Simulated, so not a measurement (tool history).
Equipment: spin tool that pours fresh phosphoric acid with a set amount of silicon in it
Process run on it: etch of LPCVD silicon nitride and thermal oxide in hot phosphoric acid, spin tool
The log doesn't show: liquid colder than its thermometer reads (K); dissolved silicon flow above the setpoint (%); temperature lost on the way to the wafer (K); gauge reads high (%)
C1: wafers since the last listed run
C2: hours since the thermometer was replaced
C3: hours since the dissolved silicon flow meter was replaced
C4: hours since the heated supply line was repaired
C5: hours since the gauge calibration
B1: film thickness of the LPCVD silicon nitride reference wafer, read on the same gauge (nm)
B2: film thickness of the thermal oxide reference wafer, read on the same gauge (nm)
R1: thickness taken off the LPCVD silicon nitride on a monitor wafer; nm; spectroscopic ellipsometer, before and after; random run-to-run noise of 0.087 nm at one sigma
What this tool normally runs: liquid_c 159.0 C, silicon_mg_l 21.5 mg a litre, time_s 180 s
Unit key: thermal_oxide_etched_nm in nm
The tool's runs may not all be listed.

run 1 hour=0.0 | liquid_c=159.0 silicon_mg_l=21.5 time_s=180 | C1=0 C2=1377.0 C3=428.2 C4=2316.1 C5=1999.7 | B1=110.00 B2=40.004 | R1=14.16 thermal_oxide_etched_nm=0.267
-- hour=10.5 heated supply line repaired
run 2 hour=52.7 | liquid_c=159.0 silicon_mg_l=21.5 time_s=180 | C1=202 C2=1429.7 C3=480.9 C4=42.2 C5=2052.4 | B1=110.04 B2=40.004 | R1=14.82 thermal_oxide_etched_nm=0.262
-- hour=54.9 gauge calibrated
-- hour=79.4 dissolved silicon flow meter replaced
run 3 hour=90.2 | liquid_c=159.0 silicon_mg_l=21.5 time_s=245 | C1=143 C2=1467.2 C3=10.8 C4=79.7 C5=35.3 | B1=110.02 B2=39.999 | R1=19.95 thermal_oxide_etched_nm=0.388
run 4 hour=124.9 | liquid_c=159.0 silicon_mg_l=5.0 time_s=180 | C1=136 C2=1501.9 C3=45.5 C4=114.4 C5=70.0 | B1=109.97 B2=39.990 | R1=14.73 thermal_oxide_etched_nm=0.441
run 5 hour=188.0 | liquid_c=159.0 silicon_mg_l=21.5 time_s=180 | C1=247 C2=1565.0 C3=108.6 C4=177.5 C5=133.1 | B1=109.99 B2=40.034 | R1=14.67 thermal_oxide_etched_nm=0.256
run 6 hour=222.8 | liquid_c=157.0 silicon_mg_l=34.5 time_s=275 | C1=136 C2=1599.8 C3=143.4 C4=212.3 C5=167.9 | B1=109.99 B2=40.010 | R1=21.28 thermal_oxide_etched_nm=0.221
run 7 hour=248.4 | liquid_c=157.0 silicon_mg_l=21.5 time_s=145 | C1=100 C2=1625.4 C3=169.0 C4=237.9 C5=193.5 | B1=110.00 B2=40.018 | R1=11.08 thermal_oxide_etched_nm=0.191
run 8 hour=307.5 | liquid_c=159.0 silicon_mg_l=21.5 time_s=275 | C1=231 C2=1684.5 C3=228.1 C4=297.0 C5=252.6 | B1=109.98 B2=39.980 | R1=22.55 thermal_oxide_etched_nm=0.463
run 9 hour=358.8 | liquid_c=159.0 silicon_mg_l=21.5 time_s=180 | C1=201 C2=1735.8 C3=279.4 C4=348.3 C5=303.9 | B1=110.03 B2=39.986 | R1=14.70 thermal_oxide_etched_nm=0.313
run 10 hour=396.8 | liquid_c=160.5 silicon_mg_l=26.0 time_s=180 | C1=149 C2=1773.8 C3=317.4 C4=386.3 C5=341.9 | B1=109.98 B2=39.993 | R1=15.41 thermal_oxide_etched_nm=0.263
-- hour=400.7 thermometer replaced
run 11 hour=432.8 | liquid_c=159.0 silicon_mg_l=21.5 time_s=260 | C1=137 C2=32.1 C3=353.4 C4=422.3 C5=377.9 | B1=110.01 B2=39.991 | R1=21.13 thermal_oxide_etched_nm=0.433
run 12 hour=482.3 | liquid_c=159.0 silicon_mg_l=21.5 time_s=180 | C1=194 C2=81.6 C3=402.9 C4=471.8 C5=427.4 | B1=109.99 B2=40.007 | R1=14.70 thermal_oxide_etched_nm=0.250
-- hour=508.3 dissolved silicon flow meter replaced
run 13 hour=530.2 | liquid_c=159.0 silicon_mg_l=21.5 time_s=180 | C1=183 C2=129.5 C3=21.9 C4=519.7 C5=475.3 | B1=110.02 B2=40.008 | R1=14.69 thermal_oxide_etched_nm=0.260
run 14 hour=587.1 | liquid_c=160.5 silicon_mg_l=21.5 time_s=235 | C1=223 C2=186.4 C3=78.8 C4=576.6 C5=532.2 | B1=109.98 B2=40.041 | R1=19.97 thermal_oxide_etched_nm=0.425
run 15 hour=613.5 | liquid_c=160.0 silicon_mg_l=27.0 time_s=130 | C1=103 C2=212.8 C3=105.2 C4=603.0 C5=558.6 | B1=110.00 B2=39.973 | R1=10.96 thermal_oxide_etched_nm=0.192
run 16 hour=677.6 | liquid_c=159.0 silicon_mg_l=21.5 time_s=180 | C1=251 C2=276.9 C3=169.3 C4=667.1 C5=622.7 | B1=110.01 B2=40.028 | R1=14.67 thermal_oxide_etched_nm=0.306
run 17 hour=715.9 | liquid_c=159.0 silicon_mg_l=21.5 time_s=180 | C1=150 C2=315.2 C3=207.6 C4=705.4 C5=661.0 | B1=109.99 B2=40.006 | R1=14.67 thermal_oxide_etched_nm=0.274
run 18 hour=750.9 | liquid_c=159.0 silicon_mg_l=21.5 time_s=180 | C1=137 C2=350.2 C3=242.6 C4=740.4 C5=696.0 | B1=110.00 B2=39.981 | R1=14.64 thermal_oxide_etched_nm=0.240
run 19 hour=797.4 | liquid_c=158.0 silicon_mg_l=38.0 time_s=180 | C1=182 C2=396.7 C3=289.1 C4=786.9 C5=742.5 | B1=109.97 B2=39.989 | R1=14.25 thermal_oxide_etched_nm=0.106
run 20 hour=863.5 | liquid_c=156.5 silicon_mg_l=34.5 time_s=285 | C1=259 C2=462.8 C3=355.2 C4=853.0 C5=808.6 | B1=110.01 B2=39.960 | R1=21.13 thermal_oxide_etched_nm=0.217
run 21 hour=933.5 | liquid_c=157.0 silicon_mg_l=10.5 time_s=240 | C1=274 C2=532.8 C3=425.2 C4=923.0 C5=878.6 | B1=109.99 B2=39.965 | R1=18.25 thermal_oxide_etched_nm=0.407

Measured minus without-hidden-state, run by run (identical run-to-run variation in each term; gauge scatter may differ):
run=1 R1=-0.57 thermal_oxide_etched_nm=-0.024
run=2 R1=-0.08 thermal_oxide_etched_nm=-0.003
run=3 R1=-0.13 thermal_oxide_etched_nm=-0.005
run=4 R1=-0.10 thermal_oxide_etched_nm=-0.007
run=5 R1=-0.11 thermal_oxide_etched_nm=-0.005
run=6 R1=-0.18 thermal_oxide_etched_nm=-0.004
run=7 R1=-0.09 thermal_oxide_etched_nm=-0.004
run=8 R1=-0.22 thermal_oxide_etched_nm=-0.009
run=9 R1=-0.15 thermal_oxide_etched_nm=-0.007
run=10 R1=-0.16 thermal_oxide_etched_nm=-0.007
run=11 R1=-0.25 thermal_oxide_etched_nm=-0.011
run=12 R1=-0.18 thermal_oxide_etched_nm=-0.006
run=13 R1=-0.19 thermal_oxide_etched_nm=-0.008
run=14 R1=-0.27 thermal_oxide_etched_nm=-0.013
run=15 R1=-0.15 thermal_oxide_etched_nm=-0.006
run=16 R1=-0.22 thermal_oxide_etched_nm=-0.011
run=17 R1=-0.24 thermal_oxide_etched_nm=-0.009
run=18 R1=-0.24 thermal_oxide_etched_nm=-0.009
run=19 R1=-0.25 thermal_oxide_etched_nm=-0.004
run=20 R1=-0.39 thermal_oxide_etched_nm=-0.009
run=21 R1=-0.35 thermal_oxide_etched_nm=-0.017
